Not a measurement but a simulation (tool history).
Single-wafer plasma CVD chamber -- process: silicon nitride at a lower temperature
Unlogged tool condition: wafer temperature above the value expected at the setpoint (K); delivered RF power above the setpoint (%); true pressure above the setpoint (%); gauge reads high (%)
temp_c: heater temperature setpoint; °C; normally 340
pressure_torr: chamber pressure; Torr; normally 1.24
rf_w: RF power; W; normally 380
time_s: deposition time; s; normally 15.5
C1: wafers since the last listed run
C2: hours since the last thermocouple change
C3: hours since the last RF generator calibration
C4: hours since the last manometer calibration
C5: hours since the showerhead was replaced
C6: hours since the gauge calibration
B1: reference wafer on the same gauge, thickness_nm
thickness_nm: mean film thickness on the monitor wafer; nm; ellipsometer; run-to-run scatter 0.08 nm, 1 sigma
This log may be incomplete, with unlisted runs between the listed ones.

Run 1, hour 0: usual settings; C1 0; C2 988.8; C3 1331.6; C4 1660.8; C5 4017.4; C6 639.3; B1 18.512. Result: thickness_nm 18.044 nm.
Run 2, hour 75.8: usual settings but rf_w 335 W; C1 3216; C2 1064.6; C3 1407.4; C4 1736.6; C5 4093.2; C6 715.1; B1 18.487. Result: thickness_nm 16.946 nm.
Run 3, hour 97.9: usual settings but rf_w 335 W; C1 937; C2 1086.7; C3 1429.5; C4 1758.7; C5 4115.3; C6 737.2; B1 18.539. Result: thickness_nm 16.852 nm.
Run 4, hour 122.2: usual settings but rf_w 335 W; C1 1031; C2 1111; C3 1453.8; C4 1783; C5 4139.6; C6 761.5; B1 18.48. Result: thickness_nm 16.967 nm.
Run 5, hour 147.4: usual settings; C1 1069; C2 1136.2; C3 1479; C4 1808.2; C5 4164.8; C6 786.7; B1 18.517. Result: thickness_nm 17.992 nm.
Run 6, hour 178.1: usual settings; C1 1302; C2 1166.9; C3 1509.7; C4 1838.9; C5 4195.5; C6 817.4; B1 18.522. Result: thickness_nm 18.047 nm.
At hour 190.6: showerhead replaced.
Run 7, hour 209.9: usual settings; C1 1009; C2 1198.7; C3 1541.5; C4 1870.7; C5 19.3; C6 849.2; B1 18.516. Result: thickness_nm 17.955 nm.
Run 8, hour 237.7: usual settings but temp_c 334 °C; C1 1179; C2 1226.5; C3 1569.3; C4 1898.5; C5 47.1; C6 877; B1 18.447. Result: thickness_nm 18.03 nm.
Run 9, hour 251.7: usual settings but rf_w 345 W; C1 594; C2 1240.5; C3 1583.3; C4 1912.5; C5 61.1; C6 891; B1 18.476. Result: thickness_nm 17.156 nm.
Run 10, hour 275: usual settings but rf_w 345 W; C1 988; C2 1263.8; C3 1606.6; C4 1935.8; C5 84.4; C6 914.3; B1 18.498. Result: thickness_nm 17.031 nm.
At hour 282.3: gauge calibrated.
Run 11, hour 305.9: usual settings but pressure_torr 1.34 Torr; C1 1311; C2 1294.7; C3 1637.5; C4 1966.7; C5 115.3; C6 23.6; B1 18.467. Result: thickness_nm 18.315 nm.
Run 12, hour 318.3: usual settings but pressure_torr 1.01 Torr; C1 526; C2 1307.1; C3 1649.9; C4 1979.1; C5 127.7; C6 36; B1 18.522. Result: thickness_nm 16.681 nm.
Run 13, hour 351.1: usual settings but temp_c 346 °C, rf_w 445 W, time_s 12.5 s; C1 1391; C2 1339.9; C3 1682.7; C4 2011.9; C5 160.5; C6 68.8; B1 18.51. Result: thickness_nm 15.586 nm.
Run 14, hour 370: usual settings but temp_c 355 °C, pressure_torr 1.16 Torr, rf_w 430 W; C1 801; C2 1358.8; C3 1701.6; C4 2030.8; C5 179.4; C6 87.7; B1 18.507. Result: thickness_nm 18.267 nm.
Run 15, hour 403.4: usual settings but temp_c 347 °C, time_s 13.9 s; C1 1417; C2 1392.2; C3 1735; C4 2064.2; C5 212.8; C6 121.1; B1 18.467. Result: thickness_nm 15.95 nm.
Run 16, hour 435.5: usual settings but temp_c 328 °C, pressure_torr 1.06 Torr, time_s 13.2 s; C1 1362; C2 1424.3; C3 1767.1; C4 2096.3; C5 244.9; C6 153.2; B1 18.496. Result: thickness_nm 14.505 nm.
Run 17, hour 456.9: usual settings but temp_c 348 °C; C1 908; C2 1445.7; C3 1788.5; C4 2117.7; C5 266.3; C6 174.6; B1 18.492. Result: thickness_nm 17.828 nm.
Run 18, hour 484.7: usual settings but temp_c 355 °C, pressure_torr 1.16 Torr, rf_w 430 W; C1 1179; C2 1473.5; C3 1816.3; C4 2145.5; C5 294.1; C6 202.4; B1 18.486. Result: thickness_nm 18.329 nm.
Run 19, hour 518.4: usual settings but temp_c 355 °C, pressure_torr 1.16 Torr, rf_w 430 W; C1 1429; C2 1507.2; C3 1850; C4 2179.2; C5 327.8; C6 236.1; B1 18.479. Result: thickness_nm 18.442 nm.
At hour 527.4: capacitance manometer re-zeroed and calibrated.
Run 20, hour 602.7: usual settings but temp_c 348 °C, pressure_torr 1 Torr; C1 3237; C2 1591.5; C3 1934.3; C4 75.3; C5 412.1; C6 320.4; B1 18.516. Result: thickness_nm 17.086 nm.
At hour 615.1: thermocouple changed; heater temperature recalibrated.
At hour 690.1: RF generator calibrated.
Run 21, hour 696.2: usual settings; C1 3288; C2 81.1; C3 6.1; C4 168.8; C5 505.6; C6 413.9; B1 18.512. Result: thickness_nm 18.279 nm.
Run 22, hour 713.9: usual settings but rf_w 340 W, time_s 18.1 s; C1 751; C2 98.8; C3 23.8; C4 186.5; C5 523.3; C6 431.6; B1 18.502. Result: thickness_nm 20.319 nm.
Run 23, hour 749.4: usual settings but rf_w 410 W, time_s 14 s; C1 1506; C2 134.3; C3 59.3; C4 222; C5 558.8; C6 467.1; B1 18.496. Result: thickness_nm 17.188 nm.
Run 24, hour 781.6: usual settings but pressure_torr 1.05 Torr; C1 1366; C2 166.5; C3 91.5; C4 254.2; C5 591; C6 499.3; B1 18.522. Result: thickness_nm 17.224 nm.
Run 25, hour 867.2: usual settings but time_s 12.9 s; C1 3632; C2 252.1; C3 177.1; C4 339.8; C5 676.6; C6 584.9; B1 18.45. Result: thickness_nm 15.206 nm.
Run 26, hour 893.5: usual settings but temp_c 353 °C, pressure_torr 1.48 Torr; C1 1115; C2 278.4; C3 203.4; C4 366.1; C5 702.9; C6 611.2; B1 18.505. Result: thickness_nm 19.169 nm.
Run 27, hour 917.7: usual settings but rf_w 435 W; C1 1026; C2 302.6; C3 227.6; C4 390.3; C5 727.1; C6 635.4; B1 18.508. Result: thickness_nm 19.45 nm.
Run 28, hour 944.2: usual settings but temp_c 333 °C, rf_w 400 W, time_s 17.8 s; C1 1124; C2 329.1; C3 254.1; C4 416.8; C5 753.6; C6 661.9; B1 18.489. Result: thickness_nm 21.647 nm.

Consider 4 possible next runs. They are alternatives, not a sequence: every one starts from the tool as it was left by run 28. What does each give?
Run A, hour 944.6: usual settings but pressure_torr 1.12 Torr; C1 16; C2 329.5; C3 254.5; C4 417.2; C5 754; C6 662.3; B1 ?. Result: thickness_nm ?.
Run B, hour 944.6: usual settings but temp_c 354 °C, pressure_torr 1.34 Torr; C1 16; C2 329.5; C3 254.5; C4 417.2; C5 754; C6 662.3; B1 ?. Result: thickness_nm ?.
Run C, hour 944.6: usual settings but temp_c 347 °C, rf_w 455 W, time_s 17.3 s; C1 16; C2 329.5; C3 254.5; C4 417.2; C5 754; C6 662.3; B1 ?. Result: thickness_nm ?.
Run D, hour 944.6: usual settings but temp_c 326 °C; C1 16; C2 329.5; C3 254.5; C4 417.2; C5 754; C6 662.3; B1 ?. Result: thickness_nm ?.

run      B1  thickness_nm
  A  18.558        17.629
  B  18.558        18.614
  C  18.558        22.152
  D  18.558        18.358
With no hidden state in the tool, these same runs would have given:
run  thickness_nm
  A        17.671
  B        18.656
  C        22.202
  D        18.399

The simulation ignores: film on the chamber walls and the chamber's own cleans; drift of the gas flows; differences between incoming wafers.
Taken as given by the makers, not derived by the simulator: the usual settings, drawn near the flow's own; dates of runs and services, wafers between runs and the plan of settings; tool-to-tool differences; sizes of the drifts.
